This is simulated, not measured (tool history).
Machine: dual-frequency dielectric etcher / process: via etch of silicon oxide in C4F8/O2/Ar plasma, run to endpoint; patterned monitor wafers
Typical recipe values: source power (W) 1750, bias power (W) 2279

run     day  source power (W)  bias power (W)  wafers since the last listed run  hours since the last wet clean  hours since the last source power generator calibration  hours since the last bias power generator calibration  hours since the last upper electrode change  incoming incoming film thickness, nm  endpoint time (s)
  1       0              2050            2141                                 0                           144.7                                                   4084.9                                                 3347.8                                       3153.3                                1819.1              335.8
  2   1.229              2050            2141                                76                           174.2                                                   4114.4                                                 3377.3                                       3182.8                                1835.8              337.3
  3   2.642              1750            2279                                88                           208.1                                                   4148.3                                                 3411.2                                       3216.7                                1839.2              365.2
  4   3.158              1750            2279                                32                           220.5                                                   4160.7                                                 3423.6                                       3229.1                                1833.3              363.2
  5   4.258              1750            2279                                68                           246.9                                                   4187.1                                                   3450                                       3255.5                                1843.7              365.9
  6   5.462              1750            2279                                75                           275.8                                                     4216                                                 3478.9                                       3284.4                                1836.7              366.1
  7   6.212              1750            2279                                46                           293.8                                                     4234                                                 3496.9                                       3302.4                                1848.4              371.7
  8   6.858              1750            2279                                40                           309.3                                                   4249.5                                                 3512.4                                       3317.9                                1842.7              367.6
  9  11.008              1750            2279                               259                           408.9                                                   4349.1                                                   3612                                       3417.5                                1817.7              366.6
 10  12.112              1750            2279                                69                           435.4                                                   4375.6                                                 3638.5                                         3444                                1836.2              372.2
     13.929  -- wet clean of the chamber
 11   13.95              1750            2279                                52                             0.5                                                   4419.7                                                 3682.6                                       3488.1                                  1843              356.2
 12  14.104              1750            2507                                 9                             4.2                                                   4423.4                                                 3686.3                                       3491.8                                1815.6              341.9
     14.912  -- source power generator calibrated
 13  14.933              1750            2507                                41                            24.1                                                      0.5                                                 3706.2                                       3511.7                                1842.3              347.8
 14  17.638              1750            2507                               169                              89                                                     65.4                                                 3771.1                                       3576.6                                1839.7              347.1
     19.704  -- upper electrode replaced
 15  19.725              1490            1928                                68                           139.1                                                    115.5                                                 3821.2                                          0.5                                1840.6              423.9
 16  20.158              1750            2279                                27                           149.5                                                    125.9                                                 3831.6                                         10.9                                1816.7              358.4
 17  21.279              1750            2105                                70                           176.4                                                    152.8                                                 3858.5                                         37.8                                1836.7              370.3
 18  21.971              1530            2670                                43                             193                                                    169.4                                                 3875.1                                         54.4                                1841.3              370.2
 19  22.562              1750            2279                                37                           207.2                                                    183.6                                                 3889.3                                         68.6                                1818.2              360.3
 20  23.942              1400            2095                                86                           240.3                                                    216.7                                                 3922.4                                        101.7                                1822.3              425.8
 21    25.7              1470            2492                               110                           282.5                                                    258.9                                                 3964.6                                        143.9                                1820.3              387.6
 22  26.254              1750            2279                                34                           295.8                                                    272.2                                                 3977.9                                        157.2                                1842.4              365.7
 23  26.779              1750            1784                                32                           308.4                                                    284.8                                                 3990.5                                        169.8                                1839.6              401.1
 24  27.875              1750            2279                                68                           334.7                                                    311.1                                                 4016.8                                        196.1                                1845.1              368.1
 25   29.05              1970            2279                                73                           362.9                                                    339.3                                                   4045                                        224.3                                1842.5                346
 26  29.712              1380            2279                                41                           378.8                                                    355.2                                                 4060.9                                        240.2                                1829.2              424.4
     30.375  -- bias power generator calibrated
 27  30.996              1990            2135                                69                           409.6                                                      386                                                   14.9                                          271                                1828.6              348.6
 28  31.996              1750            2279                                62                           433.6                                                      410                                                   38.9                                          295                                1830.3              368.2
     33.775  -- wet clean of the chamber
 29  33.796              1750            1924                                50                             0.5                                                    453.2                                                   82.1                                        338.2                                1826.1              379.8
 30  34.567              1990            2135                                48                              19                                                    471.7                                                  100.6                                        356.7                                1846.8              346.1
 31  35.833              2000            2066                                79                            49.4                                                    502.1                                                    131                                        387.1                                1835.7              347.4
 32  37.133              1750            2279                                81                            80.6                                                    533.3                                                  162.2                                        418.3                                1816.9                358
 33  37.988              2130            2064                                53                           101.1                                                    553.8                                                  182.7                                        438.8                                1862.9              340.7
 34  39.192              1920            2507                                75                             130                                                    582.7                                                  211.6                                        467.7                                1823.8              330.7
 35  40.379              1390            1779                                74                           158.5                                                    611.2                                                  240.1                                        496.2                                1843.9              458.3

4 ways to go on from here, each from the tool as it stands after run 35. What would each give?
  A  40.4              2130            2279                                 1                             159                                                    611.7                                                  240.6                                        496.7                                1840.6                  ?
  B  40.4              1750            2059                                 1                             159                                                    611.7                                                  240.6                                        496.7                                1840.6                  ?
  C  40.4              2100            2279                                 1                             159                                                    611.7                                                  240.6                                        496.7                                1840.6                  ?
  D  40.4              1390            1734                                 1                             159                                                    611.7                                                  240.6                                        496.7                                1840.6                  ?

run  endpoint time (s)
  A              328.4
  B              379.1
  C              330.8
  D              463.7
With the hidden condition removed and each run's random variation left untouched, the same runs would have given:
run  endpoint time (s)
  A                323
  B                373
  C              325.5
  D              456.2
